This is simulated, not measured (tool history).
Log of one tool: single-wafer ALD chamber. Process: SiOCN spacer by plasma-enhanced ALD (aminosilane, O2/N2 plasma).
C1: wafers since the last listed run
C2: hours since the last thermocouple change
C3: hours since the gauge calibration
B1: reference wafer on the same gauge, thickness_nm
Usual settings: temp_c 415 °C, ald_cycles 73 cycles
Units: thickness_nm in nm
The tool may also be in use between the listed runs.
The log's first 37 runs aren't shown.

{"run": 38, "day": 88.629, "temp_c": 415, "ald_cycles": 85, "C1": 164, "C2": 684.9, "C3": 244.3, "B1": 4.204, "thickness_nm": 5.246}
{"run": 39, "day": 90.133, "temp_c": 415, "ald_cycles": 73, "C1": 126, "C2": 721.0, "C3": 280.4, "B1": 4.211, "thickness_nm": 4.525}
{"run": 40, "day": 91.304, "temp_c": 408, "ald_cycles": 73, "C1": 98, "C2": 749.1, "C3": 308.5, "B1": 4.211, "thickness_nm": 4.611}
{"run": 41, "day": 94.233, "temp_c": 415, "ald_cycles": 73, "C1": 246, "C2": 819.4, "C3": 378.8, "B1": 4.21, "thickness_nm": 4.539}
{"run": 42, "day": 95.95, "temp_c": 428, "ald_cycles": 64, "C1": 144, "C2": 860.6, "C3": 420.0, "B1": 4.217, "thickness_nm": 3.809}
{"run": 43, "day": 101.362, "temp_c": 415, "ald_cycles": 79, "C1": 455, "C2": 990.5, "C3": 549.9, "B1": 4.205, "thickness_nm": 4.915}
{"run": 44, "day": 104.154, "temp_c": 425, "ald_cycles": 85, "C1": 235, "C2": 1057.5, "C3": 616.9, "B1": 4.215, "thickness_nm": 5.149}
{"run": 45, "day": 106.921, "temp_c": 415, "ald_cycles": 66, "C1": 233, "C2": 1123.9, "C3": 683.3, "B1": 4.214, "thickness_nm": 4.106}
{"run": 46, "day": 107.958, "temp_c": 426, "ald_cycles": 83, "C1": 87, "C2": 1148.8, "C3": 708.2, "B1": 4.214, "thickness_nm": 5.008}

Forecast each of these 3 alternatives for the next run:
{"run": "A", "day": 107.979, "temp_c": 415, "ald_cycles": 81, "C1": 1, "C2": 1149.3, "C3": 708.7, "B1": "?", "thickness_nm": "?"}
{"run": "B", "day": 107.979, "temp_c": 415, "ald_cycles": 87, "C1": 1, "C2": 1149.3, "C3": 708.7, "B1": "?", "thickness_nm": "?"}
{"run": "C", "day": 107.979, "temp_c": 429, "ald_cycles": 73, "C1": 1, "C2": 1149.3, "C3": 708.7, "B1": "?", "thickness_nm": "?"}

run=A B1=4.211 thickness_nm=5.032
run=B B1=4.211 thickness_nm=5.405
run=C B1=4.211 thickness_nm=4.349
Without the tool's hidden state the same runs would have given:
run=A thickness_nm=4.961
run=B thickness_nm=5.328
run=C thickness_nm=4.285
